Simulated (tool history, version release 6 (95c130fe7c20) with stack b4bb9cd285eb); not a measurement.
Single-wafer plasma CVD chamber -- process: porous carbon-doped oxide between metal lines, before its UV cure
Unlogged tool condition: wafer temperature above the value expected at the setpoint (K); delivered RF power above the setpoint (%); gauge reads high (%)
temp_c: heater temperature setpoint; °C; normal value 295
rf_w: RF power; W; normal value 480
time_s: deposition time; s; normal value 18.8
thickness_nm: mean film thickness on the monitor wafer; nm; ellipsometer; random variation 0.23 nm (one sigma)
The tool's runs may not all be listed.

run,hour,temp_c,rf_w,time_s,wafers since the last listed run,hours since the last thermocouple change,hours since the last RF generator calibration,hours since the showerhead was replaced,hours since the gauge calibration,"read-back reference wafer on the same gauge, thickness_nm",thickness_nm
1,0,285,480,18.8,0,2695.4,2318.3,5556.1,252.2,87.004,103.6
2,14.3,285,480,18.8,312,2709.7,2332.6,5570.4,266.5,86.976,103.308
3,50.1,285,480,18.8,781,2745.5,2368.4,5606.2,302.3,86.985,103.577
4,76.9,295,480,18.8,584,2772.3,2395.2,5633,329.1,86.964,96.829
5,106.6,295,480,18.8,648,2802,2424.9,5662.7,358.8,87.027,96.418
6,119.1,295,445,18.8,272,2814.5,2437.4,5675.2,371.3,87.003,89.125
7,134.3,295,480,18.8,331,2829.7,2452.6,5690.4,386.5,86.997,96.477
8,161.6,295,480,18.8,595,2857,2479.9,5717.7,413.8,87.015,96.679
9,189.5,295,480,18.8,608,2884.9,2507.8,5745.6,441.7,87.02,96.754
10,207.1,295,480,18.8,384,2902.5,2525.4,5763.2,459.3,86.976,96.214
11,284.6,295,480,18.8,1691,2980,2602.9,5840.7,536.8,87.011,96.625
# hour 311.8: RF generator calibrated
12,312.3,295,430,18.8,429,3007.7,0.5,5868.4,564.5,86.96,85.588
13,338,295,405,18.8,560,3033.4,26.2,5894.1,590.2,86.997,79.69
14,350.3,295,480,18.8,268,3045.7,38.5,5906.4,602.5,86.998,96.436
15,371.6,291,480,16.5,464,3067,59.8,5927.7,623.8,87.057,87.696
16,399.9,295,480,18.8,617,3095.3,88.1,5956,652.1,87.041,97.136
17,428.8,295,520,18.8,630,3124.2,117,5984.9,681,87.011,104.189
18,441,307,400,16.5,266,3136.4,129.2,5997.1,693.2,87.002,64.153
19,476.6,295,480,18.8,776,3172,164.8,6032.7,728.8,86.999,96.883
20,507.3,281,390,20.3,669,3202.7,195.5,6063.4,759.5,86.952,89.698
21,533.4,306,535,17.7,569,3228.8,221.6,6089.5,785.6,87.04,94.226
22,565.7,295,430,20.7,704,3261.1,253.9,6121.8,817.9,87.008,93.923
# hour 601.3: thermocouple changed; heater temperature recalibrated
23,644.9,295,395,21.9,1553,43.6,333.1,6201,897.1,87.004,92.689
# hour 646.4: gauge calibrated
# hour 676.6: showerhead replaced
24,677.1,295,480,18.8,528,75.8,365.3,0.5,30.7,87.018,100.036
25,699.5,295,480,18.8,488,98.2,387.7,22.9,53.1,87.024,99.565
26,723.2,295,480,20.6,517,121.9,411.4,46.6,76.8,87.002,109.075
27,745.1,287,480,22.1,477,143.8,433.3,68.5,98.7,87.018,123.3
28,775.1,295,445,18.8,654,173.8,463.3,98.5,128.7,87.006,91.823
29,806.7,307,560,17,689,205.4,494.9,130.1,160.3,87.071,96.389
30,825.2,303,555,18.8,403,223.9,513.4,148.6,178.8,87.06,107.856
31,851.2,284,410,21.7,567,249.9,539.4,174.6,204.8,87.07,102.611
32,878.6,288,480,16,597,277.3,566.8,202,232.2,87.011,89.257
33,911.3,295,570,18.8,713,310,599.5,234.7,264.9,87.032,115.933

Below are 5 alternative next runs, each starting from the tool's condition after run 33. Predict each:
A,911.7,295,480,18.8,8,310.4,599.9,235.1,265.3,?,?
B,911.7,295,480,15.7,8,310.4,599.9,235.1,265.3,?,?
C,911.7,287,455,15.9,8,310.4,599.9,235.1,265.3,?,?
D,911.7,289,445,16,8,310.4,599.9,235.1,265.3,?,?
E,911.7,295,520,20.1,8,310.4,599.9,235.1,265.3,?,?

run,"read-back reference wafer on the same gauge, thickness_nm",thickness_nm
A,86.977,98.978
B,86.977,83.189
C,86.977,84.161
D,86.977,81.393
E,86.977,113.866
Without the tool's unlogged condition, the same runs would have read:
run,thickness_nm
A,100.082
B,84.117
C,85.153
D,82.344
E,115.136
